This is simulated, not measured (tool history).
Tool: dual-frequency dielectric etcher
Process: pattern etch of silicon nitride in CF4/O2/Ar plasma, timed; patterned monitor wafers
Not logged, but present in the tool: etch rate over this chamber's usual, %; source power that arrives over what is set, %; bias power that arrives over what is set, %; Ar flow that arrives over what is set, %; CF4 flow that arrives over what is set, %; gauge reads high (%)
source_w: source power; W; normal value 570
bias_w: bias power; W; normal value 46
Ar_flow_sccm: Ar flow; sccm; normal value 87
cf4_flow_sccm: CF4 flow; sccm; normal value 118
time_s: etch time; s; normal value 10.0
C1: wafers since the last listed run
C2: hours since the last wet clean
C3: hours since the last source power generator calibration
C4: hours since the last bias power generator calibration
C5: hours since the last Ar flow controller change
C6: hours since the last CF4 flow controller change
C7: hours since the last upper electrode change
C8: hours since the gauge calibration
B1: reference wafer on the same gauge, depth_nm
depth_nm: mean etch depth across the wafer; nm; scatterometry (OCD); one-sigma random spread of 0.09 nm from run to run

run 1 hour=0.0 | source_w=570 bias_w=46 Ar_flow_sccm=79 cf4_flow_sccm=118 time_s=10.0 | C1=0 C2=54.2 C3=2432.3 C4=2815.8 C5=1541.7 C6=2473.2 C7=3806.5 C8=1196.0 | B1=24.32 | depth_nm=21.80
run 2 hour=69.5 | source_w=570 bias_w=46 Ar_flow_sccm=79 cf4_flow_sccm=118 time_s=10.0 | C1=1407 C2=123.7 C3=2501.8 C4=2885.3 C5=1611.2 C6=2542.7 C7=3876.0 C8=1265.5 | B1=24.29 | depth_nm=21.74
run 3 hour=154.9 | source_w=570 bias_w=46 Ar_flow_sccm=87 cf4_flow_sccm=118 time_s=10.0 | C1=1729 C2=209.1 C3=2587.2 C4=2970.7 C5=1696.6 C6=2628.1 C7=3961.4 C8=1350.9 | B1=24.30 | depth_nm=21.65
run 4 hour=187.1 | source_w=570 bias_w=46 Ar_flow_sccm=87 cf4_flow_sccm=118 time_s=10.0 | C1=652 C2=241.3 C3=2619.4 C4=3002.9 C5=1728.8 C6=2660.3 C7=3993.6 C8=1383.1 | B1=24.30 | depth_nm=21.39
run 5 hour=256.4 | source_w=570 bias_w=46 Ar_flow_sccm=87 cf4_flow_sccm=118 time_s=10.0 | C1=1403 C2=310.6 C3=2688.7 C4=3072.2 C5=1798.1 C6=2729.6 C7=4062.9 C8=1452.4 | B1=24.31 | depth_nm=21.71
run 6 hour=298.0 | source_w=570 bias_w=46 Ar_flow_sccm=87 cf4_flow_sccm=118 time_s=10.0 | C1=842 C2=352.2 C3=2730.3 C4=3113.8 C5=1839.7 C6=2771.2 C7=4104.5 C8=1494.0 | B1=24.28 | depth_nm=21.58
run 7 hour=346.1 | source_w=570 bias_w=46 Ar_flow_sccm=87 cf4_flow_sccm=118 time_s=10.0 | C1=973 C2=400.3 C3=2778.4 C4=3161.9 C5=1887.8 C6=2819.3 C7=4152.6 C8=1542.1 | B1=24.28 | depth_nm=21.65
run 8 hour=382.0 | source_w=650 bias_w=46 Ar_flow_sccm=107 cf4_flow_sccm=130 time_s=10.0 | C1=726 C2=436.2 C3=2814.3 C4=3197.8 C5=1923.7 C6=2855.2 C7=4188.5 C8=1578.0 | B1=24.30 | depth_nm=23.27
-- hour=513.8 wet clean of the chamber
run 9 hour=556.2 | source_w=510 bias_w=46 Ar_flow_sccm=87 cf4_flow_sccm=118 time_s=10.0 | C1=3041 C2=42.4 C3=2988.5 C4=3372.0 C5=2097.9 C6=3029.4 C7=4362.7 C8=1752.2 | B1=24.28 | depth_nm=19.84
-- hour=563.8 Ar flow controller replaced
-- hour=567.1 CF4 flow controller replaced
run 10 hour=590.0 | source_w=490 bias_w=46 Ar_flow_sccm=87 cf4_flow_sccm=118 time_s=10.0 | C1=497 C2=76.2 C3=3022.3 C4=3405.8 C5=26.2 C6=22.9 C7=4396.5 C8=1786.0 | B1=24.31 | depth_nm=19.15
-- hour=631.3 upper electrode replaced
run 11 hour=637.4 | source_w=570 bias_w=46 Ar_flow_sccm=87 cf4_flow_sccm=118 time_s=10.0 | C1=473 C2=123.6 C3=3069.7 C4=3453.2 C5=73.6 C6=70.3 C7=6.1 C8=1833.4 | B1=24.30 | depth_nm=21.62
-- hour=643.9 gauge calibrated
-- hour=744.6 bias power generator calibrated
run 12 hour=790.1 | source_w=500 bias_w=53 Ar_flow_sccm=87 cf4_flow_sccm=148 time_s=7.5 | C1=3010 C2=276.3 C3=3222.4 C4=45.5 C5=226.3 C6=223.0 C7=158.8 C8=146.2 | B1=24.27 | depth_nm=15.30
run 13 hour=860.6 | source_w=570 bias_w=46 Ar_flow_sccm=87 cf4_flow_sccm=118 time_s=10.0 | C1=1427 C2=346.8 C3=3292.9 C4=116.0 C5=296.8 C6=293.5 C7=229.3 C8=216.7 | B1=24.29 | depth_nm=21.69
run 14 hour=893.4 | source_w=530 bias_w=40 Ar_flow_sccm=104 cf4_flow_sccm=118 time_s=10.0 | C1=664 C2=379.6 C3=3325.7 C4=148.8 C5=329.6 C6=326.3 C7=262.1 C8=249.5 | B1=24.27 | depth_nm=19.26
-- hour=920.6 source power generator calibrated
-- hour=973.9 wet clean of the chamber
run 15 hour=974.4 | source_w=690 bias_w=53 Ar_flow_sccm=87 cf4_flow_sccm=118 time_s=12.0 | C1=1073 C2=0.5 C3=53.8 C4=229.8 C5=410.6 C6=407.3 C7=343.1 C8=330.5 | B1=24.32 | depth_nm=31.01
run 16 hour=1019.3 | source_w=570 bias_w=46 Ar_flow_sccm=87 cf4_flow_sccm=118 time_s=10.0 | C1=909 C2=45.4 C3=98.7 C4=274.7 C5=455.5 C6=452.2 C7=388.0 C8=375.4 | B1=24.30 | depth_nm=21.53
run 17 hour=1056.9 | source_w=570 bias_w=46 Ar_flow_sccm=87 cf4_flow_sccm=118 time_s=10.0 | C1=761 C2=83.0 C3=136.3 C4=312.3 C5=493.1 C6=489.8 C7=425.6 C8=413.0 | B1=24.32 | depth_nm=21.58
run 18 hour=1113.7 | source_w=460 bias_w=46 Ar_flow_sccm=87 cf4_flow_sccm=118 time_s=10.0 | C1=1150 C2=139.8 C3=193.1 C4=369.1 C5=549.9 C6=546.6 C7=482.4 C8=469.8 | B1=24.34 | depth_nm=18.18
run 19 hour=1180.5 | source_w=510 bias_w=55 Ar_flow_sccm=87 cf4_flow_sccm=118 time_s=8.0 | C1=1352 C2=206.6 C3=259.9 C4=435.9 C5=616.7 C6=613.4 C7=549.2 C8=536.6 | B1=24.30 | depth_nm=16.48
run 20 hour=1245.3 | source_w=570 bias_w=46 Ar_flow_sccm=87 cf4_flow_sccm=118 time_s=10.0 | C1=1312 C2=271.4 C3=324.7 C4=500.7 C5=681.5 C6=678.2 C7=614.0 C8=601.4 | B1=24.33 | depth_nm=21.66
run 21 hour=1310.9 | source_w=470 bias_w=46 Ar_flow_sccm=87 cf4_flow_sccm=96 time_s=10.0 | C1=1328 C2=337.0 C3=390.3 C4=566.3 C5=747.1 C6=743.8 C7=679.6 C8=667.0 | B1=24.33 | depth_nm=18.31

For each run, what was the tool's unlogged condition?
etch rate over this chamber's usual, %: 0 in every run
source power that arrives over what is set, %: 0 in every run
bias power that arrives over what is set, %: 0 in every run
Ar flow that arrives over what is set, %: 0 in every run
CF4 flow that arrives over what is set, %: 0 in every run
gauge reads high (%): 0 in every run
